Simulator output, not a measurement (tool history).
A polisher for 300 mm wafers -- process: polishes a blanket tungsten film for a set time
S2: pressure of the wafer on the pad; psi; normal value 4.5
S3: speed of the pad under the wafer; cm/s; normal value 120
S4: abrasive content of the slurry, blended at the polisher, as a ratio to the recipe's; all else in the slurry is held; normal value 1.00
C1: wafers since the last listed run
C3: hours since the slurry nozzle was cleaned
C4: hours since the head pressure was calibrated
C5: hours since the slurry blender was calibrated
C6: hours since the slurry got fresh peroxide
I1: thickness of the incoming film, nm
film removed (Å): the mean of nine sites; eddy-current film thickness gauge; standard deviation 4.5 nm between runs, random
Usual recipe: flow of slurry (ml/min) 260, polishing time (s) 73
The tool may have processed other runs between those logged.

{"run": 1, "hour": 0.0, "flow of slurry (ml/min)": 260, "S2": 4.5, "S3": 120, "S4": 1.0, "polishing time (s)": 73, "C1": 0, "wafers polished on this pad": 3153, "C3": 253.1, "C4": 158.5, "C5": 440.4, "C6": 536.0, "I1": 1389.7, "film removed (Å)": 3848}
{"run": 2, "hour": 66.1, "flow of slurry (ml/min)": 260, "S2": 4.0, "S3": 120, "S4": 1.0, "polishing time (s)": 73, "C1": 612, "wafers polished on this pad": 3766, "C3": 319.2, "C4": 224.6, "C5": 506.5, "C6": 602.1, "I1": 1420.1, "film removed (Å)": 3421}
{"run": 3, "hour": 133.8, "flow of slurry (ml/min)": 260, "S2": 4.5, "S3": 132, "S4": 1.25, "polishing time (s)": 49, "C1": 627, "wafers polished on this pad": 4393, "C3": 386.9, "C4": 292.3, "C5": 574.2, "C6": 669.8, "I1": 1424.2, "film removed (Å)": 2910}
{"run": 4, "hour": 193.0, "flow of slurry (ml/min)": 320, "S2": 4.5, "S3": 120, "S4": 1.0, "polishing time (s)": 73, "C1": 548, "wafers polished on this pad": 4941, "C3": 446.1, "C4": 351.5, "C5": 633.4, "C6": 729.0, "I1": 1432.4, "film removed (Å)": 3820}
{"run": 5, "hour": 246.9, "flow of slurry (ml/min)": 260, "S2": 4.5, "S3": 120, "S4": 1.0, "polishing time (s)": 73, "C1": 499, "wafers polished on this pad": 5441, "C3": 500.0, "C4": 405.4, "C5": 687.3, "C6": 782.9, "I1": 1432.8, "film removed (Å)": 3672}
{"hour": 286.0, "done": "slurry tank refilled with fresh slurry and peroxide"}
{"hour": 333.2, "done": "slurry blender recalibrated"}
{"run": 6, "hour": 333.7, "flow of slurry (ml/min)": 260, "S2": 4.0, "S3": 106, "S4": 1.0, "polishing time (s)": 73, "C1": 776, "wafers polished on this pad": 6217, "C3": 586.8, "C4": 492.2, "C5": 0.5, "C6": 47.7, "I1": 1409.0, "film removed (Å)": 3125}
{"run": 7, "hour": 374.1, "flow of slurry (ml/min)": 320, "S2": 4.5, "S3": 102, "S4": 1.0, "polishing time (s)": 59, "C1": 374, "wafers polished on this pad": 6591, "C3": 627.2, "C4": 532.6, "C5": 40.9, "C6": 88.1, "I1": 1424.6, "film removed (Å)": 2768}
{"run": 8, "hour": 429.1, "flow of slurry (ml/min)": 260, "S2": 5.7, "S3": 120, "S4": 1.2, "polishing time (s)": 58, "C1": 509, "wafers polished on this pad": 7101, "C3": 682.2, "C4": 587.6, "C5": 95.9, "C6": 143.1, "I1": 1441.2, "film removed (Å)": 4017}
{"run": 9, "hour": 468.3, "flow of slurry (ml/min)": 260, "S2": 5.5, "S3": 120, "S4": 1.0, "polishing time (s)": 96, "C1": 363, "wafers polished on this pad": 7464, "C3": 721.4, "C4": 626.8, "C5": 135.1, "C6": 182.3, "I1": 1448.2, "film removed (Å)": 6343}
{"hour": 499.5, "done": "worn pad replaced by a new one"}
{"run": 10, "hour": 566.9, "flow of slurry (ml/min)": 260, "S2": 6.0, "S3": 120, "S4": 1.0, "polishing time (s)": 73, "C1": 876, "wafers polished on this pad": 624, "C3": 820.0, "C4": 725.4, "C5": 233.7, "C6": 280.9, "I1": 1397.0, "film removed (Å)": 5232}
{"hour": 583.6, "done": "slurry nozzle cleaned"}
{"run": 11, "hour": 669.1, "flow of slurry (ml/min)": 330, "S2": 4.5, "S3": 104, "S4": 1.0, "polishing time (s)": 73, "C1": 937, "wafers polished on this pad": 1561, "C3": 85.5, "C4": 827.6, "C5": 335.9, "C6": 383.1, "I1": 1438.9, "film removed (Å)": 3461}
{"run": 12, "hour": 721.6, "flow of slurry (ml/min)": 260, "S2": 4.5, "S3": 120, "S4": 1.0, "polishing time (s)": 73, "C1": 486, "wafers polished on this pad": 2048, "C3": 138.0, "C4": 880.1, "C5": 388.4, "C6": 435.6, "I1": 1409.7, "film removed (Å)": 3945}
{"run": 13, "hour": 758.4, "flow of slurry (ml/min)": 260, "S2": 4.0, "S3": 142, "S4": 1.0, "polishing time (s)": 73, "C1": 340, "wafers polished on this pad": 2389, "C3": 174.8, "C4": 916.9, "C5": 425.2, "C6": 472.4, "I1": 1434.4, "film removed (Å)": 4151}
{"run": 14, "hour": 913.1, "flow of slurry (ml/min)": 235, "S2": 3.6, "S3": 120, "S4": 1.0, "polishing time (s)": 73, "C1": 1433, "wafers polished on this pad": 3822, "C3": 329.5, "C4": 1071.6, "C5": 579.9, "C6": 627.1, "I1": 1407.7, "film removed (Å)": 3049}

Forecast run 15:
{"run": 15, "hour": 976.6, "flow of slurry (ml/min)": 315, "S2": 4.5, "S3": 120, "S4": 1.0, "polishing time (s)": 57, "C1": 588, "wafers polished on this pad": 4410, "C3": 393.0, "C4": 1135.1, "C5": 643.4, "C6": 690.6, "I1": 1444.2, "film removed (Å)": "?"}

{"run 15": {"film removed (Å)": 3065}}
On a tool with no hidden condition, and with the same random variation, this run would have come out at film removed (Å) 3238.

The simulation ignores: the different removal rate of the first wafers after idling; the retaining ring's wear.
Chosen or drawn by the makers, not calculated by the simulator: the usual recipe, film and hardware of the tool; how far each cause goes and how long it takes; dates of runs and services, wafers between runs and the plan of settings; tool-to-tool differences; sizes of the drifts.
